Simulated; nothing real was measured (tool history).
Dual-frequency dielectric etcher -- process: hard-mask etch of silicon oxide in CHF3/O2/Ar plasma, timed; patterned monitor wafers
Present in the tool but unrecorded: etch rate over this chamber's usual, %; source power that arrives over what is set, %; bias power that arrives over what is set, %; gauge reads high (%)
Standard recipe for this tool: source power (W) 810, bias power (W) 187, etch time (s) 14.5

run    hour  source power (W)  bias power (W)  etch time (s)  wafers since the last listed run  hours since the last wet clean  hours since the last source power generator calibration  hours since the last bias power generator calibration  hours since the last upper electrode change  hours since the gauge calibration  read-back reference wafer on the same gauge, depth_nm  mean etch depth across the wafer (Å)
  1       0               810             156           14.5                                 0                             6.4                                                   5556.2                                                 1226.2                                       5625.3                             2079.2                                                  29.01                                 309.3
       58.7  -- source power generator calibrated
  2    69.4               810             156           14.5                              1300                            75.8                                                     10.7                                                 1295.6                                       5694.7                             2148.6                                                  28.96                                 299.5
  3   175.1               810             187           14.5                              2101                           181.5                                                    116.4                                                 1401.3                                       5800.4                             2254.3                                                  28.95                                 318.8
  4   234.3               810             173           14.5                              1176                           240.7                                                    175.6                                                 1460.5                                       5859.6                             2313.5                                                  28.96                                 309.4
  5   283.1               810             173           14.5                               970                           289.5                                                    224.4                                                 1509.3                                       5908.4                             2362.3                                                  29.01                                 310.3
  6   377.2               810             187           14.5                              1870                           383.6                                                    318.5                                                 1603.4                                       6002.5                             2456.4                                                  29.04                                 318.5
  7   430.8               950             215           11.5                              1065                           437.2                                                    372.1                                                   1657                                       6056.1                               2510                                                  29.01                                 280.5
      490.6  -- upper electrode replaced
  8   536.1               870             158             16                              1616                           542.5                                                    477.4                                                 1762.3                                         45.5                             2615.3                                                  29.06                                 342.1
      576.7  -- wet clean of the chamber
  9   604.6               950             142             10                               884                            27.9                                                    545.9                                                 1830.8                                          114                             2683.8                                                  28.99                                 217.2
 10   706.4               680             187           14.5                              2023                           129.7                                                    647.7                                                 1932.6                                        215.8                             2785.6                                                     29                                 294.5
 11   777.2               680             187           14.5                              1407                           200.5                                                    718.5                                                 2003.4                                        286.6                             2856.4                                                  28.96                                 295.8
      806.4  -- bias power generator calibrated
 12     863               810             187           14.5                              1626                           286.3                                                    804.3                                                   56.6                                        372.4                             2942.2                                                  28.98                                 318.7
 13   943.7               960             227             18                              1604                             367                                                      885                                                  137.3                                        453.1                             3022.9                                                  28.98                                 455.7
 14   995.1               810             187           14.5                              1021                           418.4                                                    936.4                                                  188.7                                        504.5                             3074.3                                                  28.97                                 317.7
 15  1087.7               690             174             11                              1840                             511                                                     1029                                                  281.3                                        597.1                             3166.9                                                  29.01                                 222.1

The next listed run, before its measurement:
 16  1151.1               810             211           14.5                              1260                           574.4                                                   1092.4                                                  344.7                                        660.5                             3230.3                                                      ?                                     ?

read-back reference wafer on the same gauge, depth_nm: 29.02
mean etch depth across the wafer (Å): 330.7
Minus the tool's unlogged condition, the same run would have read mean etch depth across the wafer (Å) 330.
